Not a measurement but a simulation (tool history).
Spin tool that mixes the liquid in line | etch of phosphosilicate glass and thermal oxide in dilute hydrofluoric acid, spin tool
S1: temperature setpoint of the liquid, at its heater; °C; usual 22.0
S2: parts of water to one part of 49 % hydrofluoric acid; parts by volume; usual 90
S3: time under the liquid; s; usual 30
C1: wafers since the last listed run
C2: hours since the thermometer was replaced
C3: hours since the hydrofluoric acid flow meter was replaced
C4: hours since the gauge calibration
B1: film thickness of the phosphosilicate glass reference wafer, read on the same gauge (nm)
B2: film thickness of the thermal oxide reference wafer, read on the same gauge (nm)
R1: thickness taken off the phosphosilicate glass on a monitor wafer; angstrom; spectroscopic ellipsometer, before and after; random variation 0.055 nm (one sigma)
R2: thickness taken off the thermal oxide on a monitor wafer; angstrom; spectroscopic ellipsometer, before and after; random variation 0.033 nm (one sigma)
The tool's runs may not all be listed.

{"run": 1, "hour": 0.0, "S1": 22.0, "S2": 90, "S3": 30, "C1": 0, "C2": 2296.0, "C3": 493.5, "C4": 327.3, "B1": 89.99, "B2": 130.02, "R1": 186.2, "R2": 15.94}
{"run": 2, "hour": 47.2, "S1": 22.0, "S2": 105, "S3": 35, "C1": 527, "C2": 2343.2, "C3": 540.7, "C4": 374.5, "B1": 90.02, "B2": 129.989, "R1": 182.3, "R2": 15.17}
{"run": 3, "hour": 68.3, "S1": 22.0, "S2": 105, "S3": 35, "C1": 235, "C2": 2364.3, "C3": 561.8, "C4": 395.6, "B1": 89.98, "B2": 130.008, "R1": 182.5, "R2": 15.71}
{"run": 4, "hour": 100.6, "S1": 22.0, "S2": 105, "S3": 35, "C1": 360, "C2": 2396.6, "C3": 594.1, "C4": 427.9, "B1": 89.99, "B2": 130.007, "R1": 182.0, "R2": 15.03}
{"run": 5, "hour": 127.2, "S1": 25.5, "S2": 90, "S3": 30, "C1": 297, "C2": 2423.2, "C3": 620.7, "C4": 454.5, "B1": 89.98, "B2": 130.015, "R1": 212.3, "R2": 17.96}
{"run": 6, "hour": 151.7, "S1": 25.5, "S2": 90, "S3": 30, "C1": 273, "C2": 2447.7, "C3": 645.2, "C4": 479.0, "B1": 89.99, "B2": 130.009, "R1": 213.8, "R2": 17.56}
{"hour": 176.9, "done": "thermometer replaced"}
{"run": 7, "hour": 257.9, "S1": 18.5, "S2": 90, "S3": 30, "C1": 1175, "C2": 81.0, "C3": 751.4, "C4": 585.2, "B1": 90.03, "B2": 129.992, "R1": 145.2, "R2": 11.99}
{"hour": 272.7, "done": "gauge calibrated"}
{"hour": 281.5, "done": "hydrofluoric acid flow meter replaced"}
{"run": 8, "hour": 284.9, "S1": 22.0, "S2": 90, "S3": 30, "C1": 290, "C2": 108.0, "C3": 3.4, "C4": 12.2, "B1": 89.99, "B2": 130.016, "R1": 173.3, "R2": 14.78}
{"run": 9, "hour": 311.8, "S1": 22.0, "S2": 90, "S3": 30, "C1": 300, "C2": 134.9, "C3": 30.3, "C4": 39.1, "B1": 89.98, "B2": 129.988, "R1": 172.9, "R2": 14.41}
{"run": 10, "hour": 339.0, "S1": 22.0, "S2": 90, "S3": 30, "C1": 303, "C2": 162.1, "C3": 57.5, "C4": 66.3, "B1": 90.0, "B2": 130.024, "R1": 172.9, "R2": 14.11}
{"run": 11, "hour": 356.5, "S1": 22.0, "S2": 90, "S3": 30, "C1": 195, "C2": 179.6, "C3": 75.0, "C4": 83.8, "B1": 90.04, "B2": 130.001, "R1": 174.4, "R2": 14.75}
{"run": 12, "hour": 422.7, "S1": 25.5, "S2": 70, "S3": 45, "C1": 739, "C2": 245.8, "C3": 141.2, "C4": 150.0, "B1": 90.0, "B2": 129.986, "R1": 392.9, "R2": 33.55}
{"run": 13, "hour": 447.0, "S1": 18.0, "S2": 70, "S3": 40, "C1": 271, "C2": 270.1, "C3": 165.5, "C4": 174.3, "B1": 90.0, "B2": 130.012, "R1": 256.4, "R2": 21.42}
{"run": 14, "hour": 462.0, "S1": 20.5, "S2": 60, "S3": 15, "C1": 167, "C2": 285.1, "C3": 180.5, "C4": 189.3, "B1": 90.04, "B2": 129.973, "R1": 126.5, "R2": 10.17}
{"run": 15, "hour": 484.5, "S1": 22.0, "S2": 70, "S3": 25, "C1": 251, "C2": 307.6, "C3": 203.0, "C4": 211.8, "B1": 90.0, "B2": 130.014, "R1": 190.1, "R2": 15.42}
{"run": 16, "hour": 509.5, "S1": 22.0, "S2": 90, "S3": 15, "C1": 279, "C2": 332.6, "C3": 228.0, "C4": 236.8, "B1": 89.99, "B2": 129.996, "R1": 86.7, "R2": 7.3}
{"run": 17, "hour": 524.8, "S1": 18.0, "S2": 65, "S3": 25, "C1": 170, "C2": 347.9, "C3": 243.3, "C4": 252.1, "B1": 90.0, "B2": 129.988, "R1": 173.9, "R2": 14.27}
{"run": 18, "hour": 544.4, "S1": 20.0, "S2": 75, "S3": 35, "C1": 219, "C2": 367.5, "C3": 262.9, "C4": 271.7, "B1": 89.98, "B2": 129.969, "R1": 227.6, "R2": 20.0}
{"run": 19, "hour": 557.7, "S1": 22.0, "S2": 90, "S3": 30, "C1": 148, "C2": 380.8, "C3": 276.2, "C4": 285.0, "B1": 89.98, "B2": 129.996, "R1": 172.6, "R2": 14.55}
{"run": 20, "hour": 583.8, "S1": 26.5, "S2": 60, "S3": 15, "C1": 291, "C2": 406.9, "C3": 302.3, "C4": 311.1, "B1": 89.99, "B2": 129.969, "R1": 162.1, "R2": 13.35}
{"run": 21, "hour": 604.2, "S1": 23.5, "S2": 65, "S3": 45, "C1": 227, "C2": 427.3, "C3": 322.7, "C4": 331.5, "B1": 90.03, "B2": 129.99, "R1": 395.3, "R2": 32.98}
{"run": 22, "hour": 631.1, "S1": 22.0, "S2": 110, "S3": 40, "C1": 300, "C2": 454.2, "C3": 349.6, "C4": 358.4, "B1": 90.0, "B2": 130.017, "R1": 183.9, "R2": 15.19}
{"run": 23, "hour": 648.9, "S1": 17.5, "S2": 75, "S3": 20, "C1": 198, "C2": 472.0, "C3": 367.4, "C4": 376.2, "B1": 90.03, "B2": 130.008, "R1": 117.1, "R2": 9.56}
{"run": 24, "hour": 683.7, "S1": 22.0, "S2": 90, "S3": 30, "C1": 388, "C2": 506.8, "C3": 402.2, "C4": 411.0, "B1": 90.0, "B2": 129.974, "R1": 173.0, "R2": 14.19}
{"run": 25, "hour": 704.4, "S1": 19.5, "S2": 90, "S3": 30, "C1": 231, "C2": 527.5, "C3": 422.9, "C4": 431.7, "B1": 89.99, "B2": 129.983, "R1": 155.8, "R2": 13.02}
{"run": 26, "hour": 739.0, "S1": 22.0, "S2": 110, "S3": 30, "C1": 386, "C2": 562.1, "C3": 457.5, "C4": 466.3, "B1": 89.99, "B2": 129.999, "R1": 137.4, "R2": 11.56}

Forecast each of these 4 alternatives for the next run:
{"run": "A", "hour": 739.4, "S1": 17.5, "S2": 90, "S3": 30, "C1": 4, "C2": 562.5, "C3": 457.9, "C4": 466.7, "B1": "?", "B2": "?", "R1": "?", "R2": "?"}
{"run": "B", "hour": 739.4, "S1": 22.0, "S2": 120, "S3": 30, "C1": 4, "C2": 562.5, "C3": 457.9, "C4": 466.7, "B1": "?", "B2": "?", "R1": "?", "R2": "?"}
{"run": "C", "hour": 739.4, "S1": 22.0, "S2": 90, "S3": 35, "C1": 4, "C2": 562.5, "C3": 457.9, "C4": 466.7, "B1": "?", "B2": "?", "R1": "?", "R2": "?"}
{"run": "D", "hour": 739.4, "S1": 18.5, "S2": 90, "S3": 40, "C1": 4, "C2": 562.5, "C3": 457.9, "C4": 466.7, "B1": "?", "B2": "?", "R1": "?", "R2": "?"}

run=A B1=89.97 B2=129.973 R1=143.4 R2=11.83
run=B B1=89.97 B2=129.973 R1=124.9 R2=10.30
run=C B1=89.97 B2=129.973 R1=201.4 R2=16.61
run=D B1=89.97 B2=129.973 R1=199.4 R2=16.45
Without the tool's hidden state the same runs would have given:
run=A R1=143.1 R2=11.81
run=B R1=124.9 R2=10.30
run=C R1=201.2 R2=16.60
run=D R1=199.1 R2=16.42

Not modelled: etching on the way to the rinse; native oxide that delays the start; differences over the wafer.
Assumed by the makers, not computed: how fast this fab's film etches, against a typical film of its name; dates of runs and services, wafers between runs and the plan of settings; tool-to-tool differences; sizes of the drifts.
